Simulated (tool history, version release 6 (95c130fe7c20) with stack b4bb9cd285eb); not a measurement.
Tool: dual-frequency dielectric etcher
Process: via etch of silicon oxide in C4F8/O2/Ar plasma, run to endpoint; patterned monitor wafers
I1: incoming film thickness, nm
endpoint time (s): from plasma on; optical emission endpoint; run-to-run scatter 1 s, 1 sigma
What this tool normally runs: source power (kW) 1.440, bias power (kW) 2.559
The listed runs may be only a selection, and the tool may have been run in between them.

{"run": 1, "hour": 0.0, "source power (kW)": 1.68, "bias power (kW)": 2.559, "I1": 880.3, "endpoint time (s)": 179.4}
{"run": 2, "hour": 14.6, "source power (kW)": 1.68, "bias power (kW)": 2.559, "I1": 875.2, "endpoint time (s)": 179.5}
{"run": 3, "hour": 25.9, "source power (kW)": 1.68, "bias power (kW)": 2.559, "I1": 886.1, "endpoint time (s)": 180.3}
{"run": 4, "hour": 34.0, "source power (kW)": 1.44, "bias power (kW)": 2.559, "I1": 888.7, "endpoint time (s)": 188.2}
{"run": 5, "hour": 50.3, "source power (kW)": 1.44, "bias power (kW)": 2.559, "I1": 881.5, "endpoint time (s)": 184.4}
{"run": 6, "hour": 65.2, "source power (kW)": 1.44, "bias power (kW)": 2.559, "I1": 877.3, "endpoint time (s)": 186.4}
{"run": 7, "hour": 77.5, "source power (kW)": 1.36, "bias power (kW)": 2.212, "I1": 888.4, "endpoint time (s)": 204.0}
{"run": 8, "hour": 86.8, "source power (kW)": 1.44, "bias power (kW)": 2.559, "I1": 879.2, "endpoint time (s)": 183.1}
{"run": 9, "hour": 102.4, "source power (kW)": 1.44, "bias power (kW)": 2.559, "I1": 890.5, "endpoint time (s)": 186.2}
{"run": 10, "hour": 114.6, "source power (kW)": 1.44, "bias power (kW)": 2.559, "I1": 882.3, "endpoint time (s)": 184.6}
{"run": 11, "hour": 127.1, "source power (kW)": 1.44, "bias power (kW)": 2.559, "I1": 880.2, "endpoint time (s)": 184.3}
{"hour": 142.1, "done": "bias power generator calibrated"}
{"run": 12, "hour": 179.5, "source power (kW)": 1.44, "bias power (kW)": 2.559, "I1": 878.4, "endpoint time (s)": 183.3}
{"hour": 210.5, "done": "wet clean of the chamber"}
{"run": 13, "hour": 211.0, "source power (kW)": 1.44, "bias power (kW)": 2.559, "I1": 884.1, "endpoint time (s)": 189.6}
{"run": 14, "hour": 211.4, "source power (kW)": 1.44, "bias power (kW)": 2.559, "I1": 879.8, "endpoint time (s)": 191.6}
{"run": 15, "hour": 229.2, "source power (kW)": 1.44, "bias power (kW)": 2.823, "I1": 881.5, "endpoint time (s)": 180.4}
{"hour": 261.1, "done": "upper electrode replaced, of another model than before"}
{"run": 16, "hour": 261.6, "source power (kW)": 1.44, "bias power (kW)": 2.559, "I1": 881.7, "endpoint time (s)": 190.3}
{"run": 17, "hour": 262.0, "source power (kW)": 1.22, "bias power (kW)": 2.327, "I1": 872.2, "endpoint time (s)": 207.6}
{"run": 18, "hour": 262.4, "source power (kW)": 1.79, "bias power (kW)": 2.053, "I1": 882.3, "endpoint time (s)": 183.8}
{"run": 19, "hour": 277.6, "source power (kW)": 1.25, "bias power (kW)": 2.224, "I1": 886.4, "endpoint time (s)": 209.5}
{"hour": 294.6, "done": "source power generator calibrated"}
{"run": 20, "hour": 295.1, "source power (kW)": 1.71, "bias power (kW)": 2.378, "I1": 870.9, "endpoint time (s)": 178.1}
{"run": 21, "hour": 309.3, "source power (kW)": 1.23, "bias power (kW)": 2.559, "I1": 885.6, "endpoint time (s)": 202.1}
{"run": 22, "hour": 321.7, "source power (kW)": 1.78, "bias power (kW)": 2.848, "I1": 869.6, "endpoint time (s)": 165.7}
{"run": 23, "hour": 334.6, "source power (kW)": 1.44, "bias power (kW)": 2.559, "I1": 880.5, "endpoint time (s)": 188.1}
{"run": 24, "hour": 342.2, "source power (kW)": 1.44, "bias power (kW)": 2.779, "I1": 881.4, "endpoint time (s)": 184.6}
{"run": 25, "hour": 351.1, "source power (kW)": 1.19, "bias power (kW)": 2.975, "I1": 881.5, "endpoint time (s)": 196.1}
{"run": 26, "hour": 367.9, "source power (kW)": 1.44, "bias power (kW)": 2.559, "I1": 888.8, "endpoint time (s)": 189.0}
{"run": 27, "hour": 381.9, "source power (kW)": 1.44, "bias power (kW)": 2.559, "I1": 875.5, "endpoint time (s)": 185.4}
{"run": 28, "hour": 388.8, "source power (kW)": 1.76, "bias power (kW)": 2.031, "I1": 880.9, "endpoint time (s)": 182.7}
{"run": 29, "hour": 402.2, "source power (kW)": 1.58, "bias power (kW)": 2.719, "I1": 875.9, "endpoint time (s)": 175.0}

3 options for the next run, each taken on its own from the tool as it stands now. Forecast them:
{"run": "A", "hour": 402.7, "source power (kW)": 1.44, "bias power (kW)": 2.388, "I1": 881.7, "endpoint time (s)": "?"}
{"run": "B", "hour": 402.7, "source power (kW)": 1.65, "bias power (kW)": 2.743, "I1": 881.7, "endpoint time (s)": "?"}
{"run": "C", "hour": 402.7, "source power (kW)": 1.64, "bias power (kW)": 3.196, "I1": 881.7, "endpoint time (s)": "?"}

run=A endpoint_time_(s)=189.8
run=B endpoint_time_(s)=172.5
run=C endpoint_time_(s)=165.5
Without the tool's hidden state the same runs would have given:
run=A endpoint_time_(s)=195.3
run=B endpoint_time_(s)=177.6
run=C endpoint_time_(s)=170.3

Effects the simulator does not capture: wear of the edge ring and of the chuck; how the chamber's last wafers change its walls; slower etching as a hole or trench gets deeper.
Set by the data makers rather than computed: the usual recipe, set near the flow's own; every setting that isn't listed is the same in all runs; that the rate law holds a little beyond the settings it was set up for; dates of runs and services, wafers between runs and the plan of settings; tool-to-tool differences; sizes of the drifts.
